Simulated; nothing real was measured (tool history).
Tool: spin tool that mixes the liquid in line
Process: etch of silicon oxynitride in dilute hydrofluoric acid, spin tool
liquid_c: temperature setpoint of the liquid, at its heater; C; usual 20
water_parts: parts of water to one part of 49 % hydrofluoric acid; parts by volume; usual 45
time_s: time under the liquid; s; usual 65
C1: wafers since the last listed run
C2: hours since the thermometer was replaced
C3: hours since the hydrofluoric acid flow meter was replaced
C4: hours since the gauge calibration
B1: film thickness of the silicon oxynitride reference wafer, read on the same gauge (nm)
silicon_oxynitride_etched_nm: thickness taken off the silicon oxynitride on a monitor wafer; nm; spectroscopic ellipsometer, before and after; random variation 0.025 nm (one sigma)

Run 1, hour 0: usual settings but time_s 50 s; C1 0; C2 39.2; C3 2109.5; C4 290.2; B1 49.987. Result: silicon_oxynitride_etched_nm 3.212 nm.
Run 2, hour 34.2: usual settings but time_s 50 s; C1 263; C2 73.4; C3 2143.7; C4 324.4; B1 50.001. Result: silicon_oxynitride_etched_nm 3.242 nm.
Run 3, hour 91: usual settings; C1 437; C2 130.2; C3 2200.5; C4 381.2; B1 49.965. Result: silicon_oxynitride_etched_nm 4.183 nm.
Run 4, hour 155.1: usual settings; C1 494; C2 194.3; C3 2264.6; C4 445.3; B1 50.028. Result: silicon_oxynitride_etched_nm 4.16 nm.
Run 5, hour 200.3: usual settings; C1 348; C2 239.5; C3 2309.8; C4 490.5; B1 49.996. Result: silicon_oxynitride_etched_nm 4.155 nm.
Run 6, hour 233.6: usual settings; C1 256; C2 272.8; C3 2343.1; C4 523.8; B1 49.997. Result: silicon_oxynitride_etched_nm 4.145 nm.
Run 7, hour 260.3: usual settings but water_parts 55 parts by volume, time_s 80 s; C1 205; C2 299.5; C3 2369.8; C4 550.5; B1 49.979. Result: silicon_oxynitride_etched_nm 4.171 nm.
Run 8, hour 292.8: usual settings but water_parts 55 parts by volume, time_s 80 s; C1 250; C2 332; C3 2402.3; C4 583; B1 50.019. Result: silicon_oxynitride_etched_nm 4.119 nm.
Run 9, hour 318.9: usual settings but water_parts 55 parts by volume, time_s 80 s; C1 201; C2 358.1; C3 2428.4; C4 609.1; B1 50.021. Result: silicon_oxynitride_etched_nm 4.142 nm.
Run 10, hour 388.7: usual settings but time_s 95 s; C1 538; C2 427.9; C3 2498.2; C4 678.9; B1 50.032. Result: silicon_oxynitride_etched_nm 5.959 nm.
At hour 427: hydrofluoric acid flow meter replaced.
Run 11, hour 438.7: usual settings but time_s 95 s; C1 377; C2 477.9; C3 11.7; C4 728.9; B1 49.993. Result: silicon_oxynitride_etched_nm 6.884 nm.
Run 12, hour 464.6: usual settings but liquid_c 22.5 C, water_parts 30 parts by volume; C1 199; C2 503.8; C3 37.6; C4 754.8; B1 49.999. Result: silicon_oxynitride_etched_nm 8.063 nm.
Run 13, hour 492.3: usual settings; C1 213; C2 531.5; C3 65.3; C4 782.5; B1 49.998. Result: silicon_oxynitride_etched_nm 4.658 nm.
At hour 504.7: thermometer replaced.
Run 14, hour 522.5: usual settings but liquid_c 24.5 C, water_parts 50 parts by volume, time_s 75 s; C1 225; C2 17.8; C3 95.5; C4 812.7; B1 50.024. Result: silicon_oxynitride_etched_nm 6.014 nm.
Run 15, hour 564.9: usual settings but liquid_c 18 C, water_parts 40 parts by volume, time_s 90 s; C1 326; C2 60.2; C3 137.9; C4 855.1; B1 50.015. Result: silicon_oxynitride_etched_nm 6.507 nm.
Run 16, hour 623.4: usual settings but water_parts 30 parts by volume; C1 450; C2 118.7; C3 196.4; C4 913.6; B1 49.981. Result: silicon_oxynitride_etched_nm 6.998 nm.
At hour 697.9: gauge calibrated.
Run 17, hour 810.9: usual settings but liquid_c 21.5 C, water_parts 60 parts by volume, time_s 100 s; C1 1445; C2 306.2; C3 383.9; C4 113; B1 49.976. Result: silicon_oxynitride_etched_nm 5.578 nm.
Run 18, hour 863: usual settings but water_parts 65 parts by volume; C1 401; C2 358.3; C3 436; C4 165.1; B1 49.999. Result: silicon_oxynitride_etched_nm 3.088 nm.
Run 19, hour 902.2: usual settings but liquid_c 18 C, water_parts 60 parts by volume, time_s 50 s; C1 302; C2 397.5; C3 475.2; C4 204.3; B1 49.992. Result: silicon_oxynitride_etched_nm 2.345 nm.
Run 20, hour 943.3: usual settings but liquid_c 23.5 C, water_parts 65 parts by volume; C1 316; C2 438.6; C3 516.3; C4 245.4; B1 50.046. Result: silicon_oxynitride_etched_nm 3.689 nm.
Run 21, hour 972.1: usual settings; C1 222; C2 467.4; C3 545.1; C4 274.2; B1 49.997. Result: silicon_oxynitride_etched_nm 4.552 nm.
Run 22, hour 1000.6: usual settings but liquid_c 25 C, time_s 100 s; C1 219; C2 495.9; C3 573.6; C4 302.7; B1 49.986. Result: silicon_oxynitride_etched_nm 8.889 nm.

The same runs without the tool's hidden state, with the same run-to-run variation:
The hidden state here: liquid colder than its thermometer reads (K); hydrofluoric acid flow below the setpoint (%); gauge reads high (%).
run  silicon_oxynitride_etched_nm
  1                         3.652
  2                         3.694
  3                         4.782
  4                         4.774
  5                         4.782
  6                         4.779
  7                         4.822
  8                         4.772
  9                         4.806
 10                         6.935
 11                         7.062
 12                         8.279
 13                         4.791
 14                         6.198
 15                         6.719
 16                         7.245
 17                          5.84
 18                         3.242
 19                         2.466
 20                         3.893
 21                         4.805
 22                           9.4

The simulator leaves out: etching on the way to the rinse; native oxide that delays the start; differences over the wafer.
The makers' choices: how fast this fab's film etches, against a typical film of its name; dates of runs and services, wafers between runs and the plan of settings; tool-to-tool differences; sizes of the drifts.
